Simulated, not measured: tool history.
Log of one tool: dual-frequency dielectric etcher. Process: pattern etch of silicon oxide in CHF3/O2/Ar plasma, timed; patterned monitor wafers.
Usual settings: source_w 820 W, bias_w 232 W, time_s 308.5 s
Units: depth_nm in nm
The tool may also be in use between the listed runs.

run	hour	source_w	bias_w	time_s	wafers since the last listed run	hours since the last wet clean	hours since the last source power generator calibration	hours since the last bias power generator calibration	hours since the last upper electrode change	hours since the gauge calibration	read-back reference wafer on the same gauge, depth_nm	depth_nm
1	0.0	820	232	308.5	0	210.0	1959.1	2920.5	5585.7	78.4	845.7	801.7
2	17.8	820	232	308.5	58	227.8	1976.9	2938.3	5603.5	96.2	845.6	799.5
3	53.1	960	232	263.5	116	263.1	2012.2	2973.6	5638.8	131.5	844.2	716.5
4	71.1	820	232	308.5	59	281.1	2030.2	2991.6	5656.8	149.5	846.4	792.1
5	101.8	820	232	308.5	101	311.8	2060.9	3022.3	5687.5	180.2	846.8	794.7
# hour 117.1: bias power generator calibrated
6	132.9	820	263	308.5	89	342.9	2092.0	15.8	5718.6	211.3	845.7	849.9
# hour 134.2: gauge calibrated
7	168.3	820	232	308.5	117	378.3	2127.4	51.2	5754.0	34.1	845.5	795.7
# hour 187.7: source power generator calibrated
# hour 202.8: wet clean of the chamber
# hour 207.4: upper electrode replaced, of another model than before
8	207.9	670	256	350.5	52	5.1	20.2	90.8	0.5	73.7	845.5	845.8
9	208.3	960	232	263.5	1	5.5	20.6	91.2	0.9	74.1	845.0	745.0
10	209.4	820	232	265.5	3	6.6	21.7	92.3	2.0	75.2	846.6	694.7
11	227.1	880	254	371.0	58	24.3	39.4	110.0	19.7	92.9	845.4	1042.6
12	258.1	900	232	223.5	102	55.3	70.4	141.0	50.7	123.9	844.1	613.2
13	272.1	820	204	308.5	46	69.3	84.4	155.0	64.7	137.9	846.5	768.0
14	302.1	820	232	308.5	99	99.3	114.4	185.0	94.7	167.9	845.7	802.5
# hour 337.3: gauge calibrated
15	337.7	660	258	374.0	117	134.9	150.0	220.6	130.3	0.4	846.0	891.3

Forecast each of these 3 alternatives for the next run:
A	338.2	820	232	308.5	1	135.4	150.5	221.1	130.8	0.9	?	?
B	338.2	950	232	308.5	1	135.4	150.5	221.1	130.8	0.9	?	?
C	338.2	820	194	308.5	1	135.4	150.5	221.1	130.8	0.9	?	?

run	read-back reference wafer on the same gauge, depth_nm	depth_nm
A	845.3	796.8
B	845.3	860.5
C	845.3	748.8
Without the tool's hidden state the same runs would have given:
run	depth_nm
A	803.8
B	868.1
C	755.4
